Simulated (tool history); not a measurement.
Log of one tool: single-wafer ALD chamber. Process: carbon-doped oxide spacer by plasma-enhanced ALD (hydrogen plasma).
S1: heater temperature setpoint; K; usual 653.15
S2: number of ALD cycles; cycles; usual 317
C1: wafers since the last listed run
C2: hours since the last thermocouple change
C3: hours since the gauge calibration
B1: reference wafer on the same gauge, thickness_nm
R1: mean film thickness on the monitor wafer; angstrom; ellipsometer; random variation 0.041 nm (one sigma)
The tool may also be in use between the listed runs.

| run | hour | S1 | S2 | C1 | C2 | C3 | B1 | R1 |
|---|---|---|---|---|---|---|---|---|
| 1 | 0 | 660.15 | 293 | 0 | 1310.4 | 836.8 | 18.304 | 151.46 |
| 2 | 42.1 | 660.15 | 293 | 41 | 1352.5 | 878.9 | 18.289 | 151.93 |
| 3 | 89.5 | 660.15 | 293 | 47 | 1399.9 | 926.3 | 18.303 | 152.6 |
| 4 | 139.7 | 653.15 | 317 | 49 | 1450.1 | 976.5 | 18.276 | 163.92 |
| 5 | 192.4 | 653.15 | 317 | 52 | 1502.8 | 1029.2 | 18.313 | 165.38 |
| 6 | 243.7 | 658.15 | 363 | 50 | 1554.1 | 1080.5 | 18.291 | 188.96 |
| 7 | 301.4 | 660.15 | 317 | 57 | 1611.8 | 1138.2 | 18.289 | 164.76 |
| 8 | 351.2 | 660.15 | 317 | 49 | 1661.6 | 1188 | 18.298 | 163.92 |
| 9 | 501.1 | 660.15 | 317 | 148 | 1811.5 | 1337.9 | 18.302 | 164.54 |
| 10 | 568.3 | 653.15 | 317 | 66 | 1878.7 | 1405.1 | 18.29 | 165.2 |
| 11 | 600.8 | 659.15 | 317 | 32 | 1911.2 | 1437.6 | 18.294 | 165.27 |
| 12 | 667.9 | 642.15 | 317 | 66 | 1978.3 | 1504.7 | 18.296 | 165.03 |
| 13 | 733.9 | 642.15 | 317 | 65 | 2044.3 | 1570.7 | 18.296 | 164.93 |
| 14 | 766.3 | 653.15 | 285 | 32 | 2076.7 | 1603.1 | 18.296 | 148.15 |
| 15 | 819 | 653.15 | 317 | 52 | 2129.4 | 1655.8 | 18.297 | 164.62 |
| 16 | 860.1 | 653.15 | 317 | 40 | 2170.5 | 1696.9 | 18.3 | 164.88 |
| 17 | 889.7 | 653.15 | 366 | 29 | 2200.1 | 1726.5 | 18.315 | 190.88 |
|  | 910.8 | thermocouple changed; heater temperature recalibrated |
| 18 | 937.2 | 644.15 | 317 | 39 | 26.4 | 1774 | 18.298 | 164.42 |
| 19 | 992 | 649.15 | 317 | 54 | 81.2 | 1828.8 | 18.303 | 164.59 |
| 20 | 1043.9 | 667.15 | 371 | 51 | 133.1 | 1880.7 | 18.285 | 192.23 |
| 21 | 1114.1 | 665.15 | 265 | 69 | 203.3 | 1950.9 | 18.302 | 137.52 |
| 22 | 1178.8 | 662.15 | 278 | 64 | 268 | 2015.6 | 18.302 | 144.46 |
| 23 | 1203.5 | 653.15 | 317 | 24 | 292.7 | 2040.3 | 18.3 | 164.63 |
| 24 | 1255.7 | 640.15 | 258 | 51 | 344.9 | 2092.5 | 18.301 | 133.82 |
| 25 | 1299.1 | 653.15 | 317 | 43 | 388.3 | 2135.9 | 18.296 | 165.32 |
| 26 | 1370.9 | 658.15 | 346 | 71 | 460.1 | 2207.7 | 18.317 | 179.32 |
|  | 1455.8 | gauge calibrated |
| 27 | 1481.5 | 653.15 | 317 | 109 | 570.7 | 25.7 | 18.317 | 165.03 |
| 28 | 1551 | 665.15 | 269 | 69 | 640.2 | 95.2 | 18.285 | 139.11 |
| 29 | 1591.5 | 658.15 | 361 | 40 | 680.7 | 135.7 | 18.301 | 188.66 |
| 30 | 1636.3 | 646.15 | 356 | 44 | 725.5 | 180.5 | 18.283 | 184.74 |
| 31 | 1666.9 | 661.15 | 291 | 30 | 756.1 | 211.1 | 18.304 | 150.67 |
| 32 | 1729 | 658.15 | 363 | 61 | 818.2 | 273.2 | 18.305 | 188.98 |
| 33 | 1774.7 | 653.15 | 317 | 45 | 863.9 | 318.9 | 18.287 | 164.46 |
| 34 | 1828.9 | 653.15 | 317 | 53 | 918.1 | 373.1 | 18.303 | 164.73 |
| 35 | 1870.5 | 653.15 | 317 | 41 | 959.7 | 414.7 | 18.311 | 164.73 |

4 ways to go on from here, each from the tool as it stands after run 35. What would each give?
| A | 1871.4 | 653.15 | 317 | 0 | 960.6 | 415.6 | ? | ? |
| B | 1871.4 | 647.15 | 343 | 0 | 960.6 | 415.6 | ? | ? |
| C | 1871.4 | 653.15 | 259 | 0 | 960.6 | 415.6 | ? | ? |
| D | 1871.4 | 653.15 | 340 | 0 | 960.6 | 415.6 | ? | ? |

| run | B1 | R1 |
|---|---|---|
| A | 18.296 | 165.04 |
| B | 18.296 | 178.58 |
| C | 18.296 | 134.85 |
| D | 18.296 | 177.02 |
Without the tool's hidden state the same runs would have given:
| run | R1 |
|---|---|
| A | 165.04 |
| B | 178.58 |
| C | 134.85 |
| D | 177.02 |
